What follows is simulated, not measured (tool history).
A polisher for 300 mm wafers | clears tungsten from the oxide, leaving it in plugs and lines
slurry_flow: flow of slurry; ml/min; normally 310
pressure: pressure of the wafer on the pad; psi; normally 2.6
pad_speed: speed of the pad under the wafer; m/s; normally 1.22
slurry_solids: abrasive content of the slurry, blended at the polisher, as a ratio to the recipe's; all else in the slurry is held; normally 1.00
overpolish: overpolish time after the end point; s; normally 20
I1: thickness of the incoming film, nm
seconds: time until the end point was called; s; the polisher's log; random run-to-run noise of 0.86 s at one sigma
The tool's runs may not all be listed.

run 1 hour=0.0 | slurry_flow=310 pressure=2.6 pad_speed=1.22 slurry_solids=1.00 overpolish=20 | I1=329.0 | seconds=75.9
run 2 hour=9.8 | slurry_flow=275 pressure=2.6 pad_speed=1.22 slurry_solids=1.00 overpolish=13 | I1=335.7 | seconds=76.5
run 3 hour=23.5 | slurry_flow=275 pressure=2.6 pad_speed=1.22 slurry_solids=1.00 overpolish=13 | I1=327.7 | seconds=75.7
run 4 hour=34.9 | slurry_flow=310 pressure=2.6 pad_speed=1.22 slurry_solids=1.00 overpolish=16 | I1=326.4 | seconds=73.1
-- hour=41.8 slurry tank refilled with fresh slurry and peroxide
run 5 hour=47.9 | slurry_flow=310 pressure=2.2 pad_speed=1.52 slurry_solids=1.00 overpolish=20 | I1=329.9 | seconds=68.0
run 6 hour=63.2 | slurry_flow=380 pressure=2.6 pad_speed=1.22 slurry_solids=1.00 overpolish=20 | I1=330.9 | seconds=74.2
run 7 hour=79.2 | slurry_flow=310 pressure=2.6 pad_speed=1.56 slurry_solids=0.85 overpolish=24 | I1=332.6 | seconds=61.1
run 8 hour=89.1 | slurry_flow=410 pressure=1.8 pad_speed=1.22 slurry_solids=0.85 overpolish=20 | I1=326.3 | seconds=92.4
-- hour=98.6 worn pad replaced by a new one
run 9 hour=100.8 | slurry_flow=310 pressure=2.6 pad_speed=0.94 slurry_solids=1.00 overpolish=20 | I1=331.9 | seconds=98.8
run 10 hour=108.8 | slurry_flow=310 pressure=2.6 pad_speed=1.22 slurry_solids=1.00 overpolish=20 | I1=326.4 | seconds=74.2
run 11 hour=123.0 | slurry_flow=275 pressure=1.7 pad_speed=1.06 slurry_solids=1.00 overpolish=16 | I1=330.5 | seconds=113.8
run 12 hour=137.8 | slurry_flow=365 pressure=3.2 pad_speed=1.04 slurry_solids=0.70 overpolish=20 | I1=330.8 | seconds=80.5
run 13 hour=145.4 | slurry_flow=310 pressure=2.6 pad_speed=1.22 slurry_solids=1.00 overpolish=20 | I1=336.3 | seconds=76.6
run 14 hour=159.5 | slurry_flow=255 pressure=2.6 pad_speed=1.22 slurry_solids=1.00 overpolish=20 | I1=326.2 | seconds=75.5
-- hour=164.1 slurry tank refilled with fresh slurry and peroxide
run 15 hour=168.0 | slurry_flow=275 pressure=3.1 pad_speed=1.56 slurry_solids=1.00 overpolish=11 | I1=333.5 | seconds=53.8
run 16 hour=176.4 | slurry_flow=265 pressure=3.1 pad_speed=1.08 slurry_solids=1.00 overpolish=20 | I1=327.2 | seconds=76.2
-- hour=177.5 slurry nozzle cleaned
run 17 hour=192.8 | slurry_flow=310 pressure=2.6 pad_speed=0.84 slurry_solids=0.90 overpolish=20 | I1=329.9 | seconds=109.1
-- hour=209.8 worn pad replaced by a new one
run 18 hour=210.3 | slurry_flow=310 pressure=2.6 pad_speed=1.22 slurry_solids=1.00 overpolish=20 | I1=329.9 | seconds=75.1
-- hour=214.8 slurry blender recalibrated
run 19 hour=243.6 | slurry_flow=310 pressure=2.6 pad_speed=1.22 slurry_solids=1.30 overpolish=26 | I1=328.8 | seconds=67.8
run 20 hour=259.9 | slurry_flow=310 pressure=2.6 pad_speed=1.22 slurry_solids=1.00 overpolish=20 | I1=334.8 | seconds=71.9
run 21 hour=268.8 | slurry_flow=310 pressure=2.6 pad_speed=1.22 slurry_solids=1.00 overpolish=20 | I1=327.2 | seconds=69.9
run 22 hour=281.5 | slurry_flow=310 pressure=2.1 pad_speed=1.22 slurry_solids=1.00 overpolish=20 | I1=331.2 | seconds=82.2
-- hour=292.7 slurry tank refilled with fresh slurry and peroxide
run 23 hour=295.6 | slurry_flow=365 pressure=2.6 pad_speed=1.22 slurry_solids=1.15 overpolish=20 | I1=328.2 | seconds=69.7
run 24 hour=304.6 | slurry_flow=310 pressure=3.2 pad_speed=1.22 slurry_solids=1.00 overpolish=20 | I1=330.8 | seconds=61.7
-- hour=317.4 worn pad replaced by a new one
run 25 hour=317.9 | slurry_flow=310 pressure=2.6 pad_speed=1.22 slurry_solids=1.00 overpolish=12 | I1=334.3 | seconds=73.9
run 26 hour=334.3 | slurry_flow=225 pressure=2.9 pad_speed=1.22 slurry_solids=0.90 overpolish=15 | I1=324.9 | seconds=71.2
run 27 hour=348.2 | slurry_flow=365 pressure=2.6 pad_speed=1.48 slurry_solids=1.00 overpolish=20 | I1=329.4 | seconds=57.9

Predict each of these 3 candidate next runs independently; none follows another, all start after run 27:
run A hour=348.6 | slurry_flow=310 pressure=2.6 pad_speed=1.22 slurry_solids=1.20 overpolish=20 | I1=331.6 | seconds=?
run B hour=348.6 | slurry_flow=400 pressure=1.7 pad_speed=1.22 slurry_solids=1.00 overpolish=27 | I1=331.6 | seconds=?
run C hour=348.6 | slurry_flow=310 pressure=2.6 pad_speed=1.48 slurry_solids=1.00 overpolish=29 | I1=331.6 | seconds=?

run=A seconds=71.2
run=B seconds=92.9
run=C seconds=60.3
The same runs, with their run-to-run variation unchanged, on a tool lacking any hidden condition would have given:
run=A seconds=70.7
run=B seconds=92.4
run=C seconds=60.0
